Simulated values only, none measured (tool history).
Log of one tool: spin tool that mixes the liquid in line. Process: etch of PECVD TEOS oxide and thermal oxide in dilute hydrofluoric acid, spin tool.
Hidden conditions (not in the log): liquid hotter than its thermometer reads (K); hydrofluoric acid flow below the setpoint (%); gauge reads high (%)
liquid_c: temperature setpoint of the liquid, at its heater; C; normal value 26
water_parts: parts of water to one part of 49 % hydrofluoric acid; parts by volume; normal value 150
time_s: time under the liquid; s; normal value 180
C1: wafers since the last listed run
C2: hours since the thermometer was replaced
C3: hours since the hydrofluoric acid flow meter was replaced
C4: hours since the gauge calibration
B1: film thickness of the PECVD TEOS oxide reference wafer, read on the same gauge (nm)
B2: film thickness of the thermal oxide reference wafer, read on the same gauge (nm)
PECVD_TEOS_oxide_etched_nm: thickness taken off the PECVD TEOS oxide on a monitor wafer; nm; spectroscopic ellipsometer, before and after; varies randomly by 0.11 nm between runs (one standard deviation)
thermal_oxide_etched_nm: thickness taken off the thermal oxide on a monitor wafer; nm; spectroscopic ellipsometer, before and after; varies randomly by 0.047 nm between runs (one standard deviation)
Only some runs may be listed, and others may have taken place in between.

run 1 hour=0 | liquid_c=26 water_parts=150 time_s=180 | C1=0 C2=513.7 C3=1498.9 C4=40.7 | B1=140 B2=150.01 | PECVD_TEOS_oxide_etched_nm=10.71 thermal_oxide_etched_nm=5.05
run 2 hour=48.7 | liquid_c=26 water_parts=150 time_s=180 | C1=264 C2=562.4 C3=1547.6 C4=89.4 | B1=140.04 B2=149.99 | PECVD_TEOS_oxide_etched_nm=10.53 thermal_oxide_etched_nm=5.07
run 3 hour=138.7 | liquid_c=26 water_parts=150 time_s=180 | C1=489 C2=652.4 C3=1637.6 C4=179.4 | B1=140.02 B2=149.99 | PECVD_TEOS_oxide_etched_nm=10.49 thermal_oxide_etched_nm=5.03
run 4 hour=238 | liquid_c=27.5 water_parts=150 time_s=180 | C1=539 C2=751.7 C3=1736.9 C4=278.7 | B1=140.01 B2=150.01 | PECVD_TEOS_oxide_etched_nm=11.34 thermal_oxide_etched_nm=5.34
-- hour=304.4 hydrofluoric acid flow meter replaced
run 5 hour=323.1 | liquid_c=26 water_parts=150 time_s=180 | C1=456 C2=836.8 C3=18.7 C4=363.8 | B1=140.01 B2=149.99 | PECVD_TEOS_oxide_etched_nm=12.58 thermal_oxide_etched_nm=5.96
-- hour=389.3 thermometer replaced
run 6 hour=413.8 | liquid_c=26 water_parts=150 time_s=180 | C1=487 C2=24.5 C3=109.4 C4=454.5 | B1=139.99 B2=150.01 | PECVD_TEOS_oxide_etched_nm=11.64 thermal_oxide_etched_nm=5.46
run 7 hour=516.1 | liquid_c=26 water_parts=150 time_s=180 | C1=555 C2=126.8 C3=211.7 C4=556.8 | B1=139.97 B2=149.99 | PECVD_TEOS_oxide_etched_nm=11.5 thermal_oxide_etched_nm=5.39
-- hour=586.5 gauge calibrated
run 8 hour=587 | liquid_c=21.5 water_parts=150 time_s=180 | C1=385 C2=197.7 C3=282.6 C4=0.5 | B1=139.97 B2=149.99 | PECVD_TEOS_oxide_etched_nm=9.52 thermal_oxide_etched_nm=4.65
run 9 hour=669.2 | liquid_c=30.5 water_parts=80 time_s=95 | C1=446 C2=279.9 C3=364.8 C4=82.7 | B1=140.03 B2=150 | PECVD_TEOS_oxide_etched_nm=14.53 thermal_oxide_etched_nm=7.09
run 10 hour=749.6 | liquid_c=26 water_parts=150 time_s=180 | C1=436 C2=360.3 C3=445.2 C4=163.1 | B1=140 B2=150.01 | PECVD_TEOS_oxide_etched_nm=11.29 thermal_oxide_etched_nm=5.41
run 11 hour=836.2 | liquid_c=24 water_parts=210 time_s=275 | C1=470 C2=446.9 C3=531.8 C4=249.7 | B1=140.02 B2=149.98 | PECVD_TEOS_oxide_etched_nm=10.77 thermal_oxide_etched_nm=5.12
run 12 hour=905.2 | liquid_c=29 water_parts=75 time_s=130 | C1=374 C2=515.9 C3=600.8 C4=318.7 | B1=140.01 B2=150 | PECVD_TEOS_oxide_etched_nm=20.55 thermal_oxide_etched_nm=9.71
run 13 hour=943.4 | liquid_c=30.5 water_parts=80 time_s=95 | C1=207 C2=554.1 C3=639 C4=356.9 | B1=140.02 B2=149.97 | PECVD_TEOS_oxide_etched_nm=14.67 thermal_oxide_etched_nm=7.05
run 14 hour=980.1 | liquid_c=23 water_parts=80 time_s=265 | C1=199 C2=590.8 C3=675.7 C4=393.6 | B1=139.99 B2=149.99 | PECVD_TEOS_oxide_etched_nm=30.14 thermal_oxide_etched_nm=14.6

Exercise: give the hidden state of the tool at every run:
gauge reads high (%): 0 in every run
H1: liquid hotter than its thermometer reads (K)
H2: hydrofluoric acid flow below the setpoint (%)
run=1 H1=1.67 H2=10.8
run=2 H1=1.8 H2=11.1
run=3 H1=2.03 H2=11.8
run=4 H1=2.28 H2=12.5
run=5 H1=2.49 H2=0.294
run=6 H1=0.0691 H2=0.937
run=7 H1=0.329 H2=1.66
run=8 H1=0.508 H2=2.17
run=9 H1=0.717 H2=2.75
run=10 H1=0.921 H2=3.32
run=11 H1=1.14 H2=3.93
run=12 H1=1.32 H2=4.42
run=13 H1=1.41 H2=4.69
run=14 H1=1.51 H2=4.95
